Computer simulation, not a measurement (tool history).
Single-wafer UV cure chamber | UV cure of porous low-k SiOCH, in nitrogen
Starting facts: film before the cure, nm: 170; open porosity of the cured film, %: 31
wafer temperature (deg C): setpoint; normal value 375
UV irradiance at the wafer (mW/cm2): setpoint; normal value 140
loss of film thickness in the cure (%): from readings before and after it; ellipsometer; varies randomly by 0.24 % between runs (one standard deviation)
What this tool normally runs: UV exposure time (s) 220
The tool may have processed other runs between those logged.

run,hour,wafer temperature (deg C),UV exposure time (s),UV irradiance at the wafer (mW/cm2),wafers since the last listed run,hours since the UV bulbs were replaced,wafers since the quartz window was cleaned,loss of film thickness in the cure (%)
1,0,375,220,140,0,1883.3,2895,17.506
2,26.6,375,220,140,154,1909.9,3049,16.967
3,42.9,375,220,140,94,1926.2,3144,17.098
4,74.7,375,220,140,184,1958,3328,17.21
5,91.6,375,220,140,97,1974.9,3426,17.128
6,110.1,375,220,140,107,1993.4,3533,17.308
7,210,375,220,140,578,2093.3,4112,17.115
8,227.4,375,220,140,100,2110.7,4213,17.331
9,244.4,375,220,140,98,2127.7,4312,16.929
10,268.3,375,220,140,138,2151.6,4450,17.15
11,344.6,375,220,140,442,2227.9,4892,16.764
12,374,375,220,140,170,2257.3,5063,17.022
13,402.8,375,155,140,166,2286.1,5230,14.866
14,415,375,220,153,70,2298.3,5300,17.293
15,439.4,364,330,177,141,2322.7,5442,20.823
# hour 454.5: quartz window cleaned
16,461.1,375,300,140,79,2344.4,38,19.426
17,494,375,160,140,190,2377.3,228,15.253
18,522.3,389,265,106,164,2405.6,392,17.166
# hour 530.4: UV bulbs replaced
19,536.2,360,260,140,34,5.8,426,17.39
20,571.1,375,220,140,202,40.7,629,17.278
21,603.1,375,220,140,185,72.7,814,16.834
22,622.8,375,160,140,114,92.4,928,15.319
23,647.6,390,220,104,143,117.2,1072,15.614
24,668.7,388,220,140,122,138.3,1194,17.347
25,701.1,375,350,140,187,170.7,1382,20.108
26,732.1,375,220,140,179,201.7,1562,17.693

Each row is a separate what-if for the run after 26, all from the same tool condition, not one after another. Results?
A,732.6,375,120,140,2,202.2,1565,?
B,732.6,383,350,140,2,202.2,1565,?
C,732.6,360,220,140,2,202.2,1565,?
D,732.6,375,220,125,2,202.2,1565,?
E,732.6,389,350,140,2,202.2,1565,?

run,loss of film thickness in the cure (%)
A,14.004
B,20.375
C,17.077
D,16.789
E,20.518
Stripped of hidden state, with their random variation kept, the same runs would have yielded:
run,loss of film thickness in the cure (%)
A,14.004
B,20.375
C,17.077
D,16.789
E,20.518
